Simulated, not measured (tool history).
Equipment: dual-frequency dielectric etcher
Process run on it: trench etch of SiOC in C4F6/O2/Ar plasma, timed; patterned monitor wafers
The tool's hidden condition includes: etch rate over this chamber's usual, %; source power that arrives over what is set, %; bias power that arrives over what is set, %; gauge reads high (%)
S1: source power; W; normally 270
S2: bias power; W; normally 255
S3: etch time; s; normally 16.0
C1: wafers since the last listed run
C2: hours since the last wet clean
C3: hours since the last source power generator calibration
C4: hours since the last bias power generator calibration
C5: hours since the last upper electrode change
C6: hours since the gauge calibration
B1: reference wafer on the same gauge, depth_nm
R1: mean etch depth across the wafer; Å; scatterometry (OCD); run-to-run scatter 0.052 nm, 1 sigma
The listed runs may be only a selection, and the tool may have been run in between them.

run   hour   S1   S2    S3   C1     C2      C3      C4      C5     C6     B1     R1
  1    0.0  270  255  16.0    0  370.0  1773.8  1345.6  4092.4  104.2  33.30  340.6
  2   17.8  270  255  16.0  185  387.8  1791.6  1363.4  4110.2  122.0  33.31  341.1
  3   32.3  270  255  16.0  150  402.3  1806.1  1377.9  4124.7  136.5  33.30  340.5
  4   40.0  270  255  12.5   80  410.0  1813.8  1385.6  4132.4  144.2  33.30  265.6
  5   59.5  270  255  16.0  202  429.5  1833.3  1405.1  4151.9  163.7  33.30  340.9
  6   75.1  270  255  16.0  162  445.1  1848.9  1420.7  4167.5  179.3  33.30  340.6
  7   90.9  270  255  16.0  164  460.9  1864.7  1436.5  4183.3  195.1  33.30  339.8
  8  108.3  270  255  16.0  181  478.3  1882.1  1453.9  4200.7  212.5  33.30  340.0
     122.2  -- bias power generator calibrated
  9  123.9  270  283  16.0  120  493.9  1897.7     1.7  4216.3  228.1  33.30  348.7
 10  137.8  270  255  16.0  144  507.8  1911.6    15.6  4230.2  242.0  33.30  338.8
     168.4  -- wet clean of the chamber
 11  168.9  270  255  16.0   73    0.5  1942.7    46.7  4261.3  273.1  33.30  346.1
 12  169.2  270  255  16.0    3    0.8  1943.0    47.0  4261.6  273.4  33.31  345.1
 13  169.5  320  298  14.0    3    1.1  1943.3    47.3  4261.9  273.7  33.30  329.9
 14  176.9  270  255  16.0   77    8.5  1950.7    54.7  4269.3  281.1  33.30  345.2
     195.4  -- source power generator calibrated
     204.0  -- gauge calibrated
     208.8  -- upper electrode replaced
 15  209.3  270  255  16.0  156   40.9    13.9    87.1     0.5    5.3  33.31  345.7
 16  209.6  210  309  13.5    3   41.2    14.2    87.4     0.8    5.6  33.31  285.6
 17  211.9  210  297  12.5   23   43.5    16.5    89.7     3.1    7.9  33.30  261.4
 18  224.2  200  255  16.0  128   55.8    28.8   102.0    15.4   20.2  33.30  318.5
 19  237.0  250  232  14.5  133   68.6    41.6   114.8    28.2   33.0  33.30  299.4
 20  253.7  270  255  16.0  173   85.3    58.3   131.5    44.9   49.7  33.31  344.4
 21  260.6  230  285  19.5   71   92.2    65.2   138.4    51.8   56.6  33.30  412.9
 22  272.7  210  204  13.0  125  104.3    77.3   150.5    63.9   68.7  33.30  247.8
 23  279.4  230  216  14.0   69  111.0    84.0   157.2    70.6   75.4  33.30  277.4

3 options for the next run, each taken on its own from the tool as it stands now. Forecast them:
  A  279.8  270  255  16.0   4  111.4  84.4  157.6  71.0  75.8   ?   ?
  B  279.8  270  200  11.0   4  111.4  84.4  157.6  71.0  75.8   ?   ?
  C  279.8  200  292  16.0   4  111.4  84.4  157.6  71.0  75.8   ?   ?

run     B1     R1
  A  33.29  344.4
  B  33.29  224.2
  C  33.29  327.8
Had the tool no hidden state, the same runs would have come out as:
run     R1
  A  345.2
  B  224.7
  C  328.6

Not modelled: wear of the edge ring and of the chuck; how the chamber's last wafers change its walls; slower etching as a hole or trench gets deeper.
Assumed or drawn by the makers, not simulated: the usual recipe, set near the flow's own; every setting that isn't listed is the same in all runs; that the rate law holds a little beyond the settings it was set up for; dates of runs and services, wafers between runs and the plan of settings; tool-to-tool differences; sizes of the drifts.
